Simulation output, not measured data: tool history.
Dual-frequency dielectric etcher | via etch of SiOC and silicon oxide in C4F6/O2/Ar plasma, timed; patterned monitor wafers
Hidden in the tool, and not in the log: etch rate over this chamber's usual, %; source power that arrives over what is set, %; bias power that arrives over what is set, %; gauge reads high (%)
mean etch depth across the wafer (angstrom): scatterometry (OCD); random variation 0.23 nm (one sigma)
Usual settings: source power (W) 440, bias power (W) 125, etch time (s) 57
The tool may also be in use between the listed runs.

run,day,source power (W),bias power (W),etch time (s),wafers since the last listed run,hours since the last wet clean,hours since the last source power generator calibration,hours since the last bias power generator calibration,hours since the last upper electrode change,hours since the gauge calibration,"read-back reference wafer on the same gauge, depth_nm",mean etch depth across the wafer (angstrom)
1,0,440,107,57,0,446.4,1577.9,3612.7,5797.9,2490.4,57.7,504
2,1.196,440,107,57,284,475.1,1606.6,3641.4,5826.6,2519.1,57.7,507
3,3.458,440,107,57,537,529.4,1660.9,3695.7,5880.9,2573.4,57.7,503
4,4.996,440,125,64.5,365,566.3,1697.8,3732.6,5917.8,2610.3,57.7,612
# day 7.55: wet clean of the chamber
5,7.571,440,125,64.5,374,0.5,1759.6,3794.4,5979.6,2672.1,57.7,635
6,9.262,440,125,64.5,401,41.1,1800.2,3835,6020.2,2712.7,57.7,625
# day 9.562: gauge calibrated
7,11.225,410,125,57,466,88.2,1847.3,3882.1,6067.3,39.9,57.7,546
8,20.075,410,125,57,2102,300.6,2059.7,4094.5,6279.7,252.3,57.7,533
9,21.654,440,125,52,375,338.5,2097.6,4132.4,6317.6,290.2,57.7,498
# day 25.317: upper electrode replaced
10,25.338,410,98,52,637,426.9,2186,4220.8,0.5,378.6,57.7,430
11,27.304,440,149,48.5,467,474.1,2233.2,4268,47.7,425.8,57.7,499
12,28.35,440,148,57,248,499.2,2258.3,4293.1,72.8,450.9,57.7,583
# day 33.454: wet clean of the chamber
13,37.021,360,148,51,1822,85.6,2466.4,4501.2,280.9,659,57.7,508
# day 37.975: source power generator calibrated
14,39.246,440,125,57,489,139,30.5,4554.6,334.3,712.4,57.7,554
15,40.958,440,125,70.5,406,180.1,71.6,4595.7,375.4,753.5,57.8,684
# day 42.742: bias power generator calibrated
16,43.671,440,125,57,604,245.2,136.7,22.3,440.5,818.6,57.7,552
17,44.908,440,125,57,294,274.9,166.4,52,470.2,848.3,57.7,549
18,46.154,440,125,57,296,304.8,196.3,81.9,500.1,878.2,57.7,556
19,48.883,440,125,57,648,370.3,261.8,147.4,565.6,943.7,57.7,549
20,51.275,440,125,40,568,427.7,319.2,204.8,623,1001.1,57.7,385
21,52.417,440,125,57,271,455.1,346.6,232.2,650.4,1028.5,57.7,544
22,53.592,350,98,64.5,279,483.3,374.8,260.4,678.6,1056.7,57.7,515
23,56.383,550,105,43.5,663,550.3,441.8,327.4,745.6,1123.7,57.8,408
# day 58.212: wet clean of the chamber
24,58.233,390,125,44,201,0.5,486.2,371.8,790,1168.1,57.7,418
25,60.304,440,125,57,492,50.2,535.9,421.5,839.7,1217.8,57.6,557
26,61.367,550,138,41.5,252,75.7,561.4,447,865.2,1243.3,57.7,452
27,63.129,440,125,57,418,118,603.7,489.3,907.5,1285.6,57.7,554
28,64.479,540,112,42.5,320,150.4,636.1,521.7,939.9,1318,57.7,414
29,66.667,440,125,74,519,202.9,688.6,574.2,992.4,1370.5,57.7,715

5 ways to go on from here, each from the tool as it stands after run 29. What would each give?
A,66.683,510,125,57,3,203.3,689,574.6,992.8,1370.9,?,?
B,66.683,350,137,66.5,3,203.3,689,574.6,992.8,1370.9,?,?
C,66.683,540,125,46,3,203.3,689,574.6,992.8,1370.9,?,?
D,66.683,550,110,71.5,3,203.3,689,574.6,992.8,1370.9,?,?
E,66.683,360,125,57,3,203.3,689,574.6,992.8,1370.9,?,?

run,"read-back reference wafer on the same gauge, depth_nm",mean etch depth across the wafer (angstrom)
A,57.7,577
B,57.7,635
C,57.7,474
D,57.7,697
E,57.7,525
Without the tool's hidden state the same runs would have given:
run,mean etch depth across the wafer (angstrom)
A,585
B,643
C,480
D,707
E,532
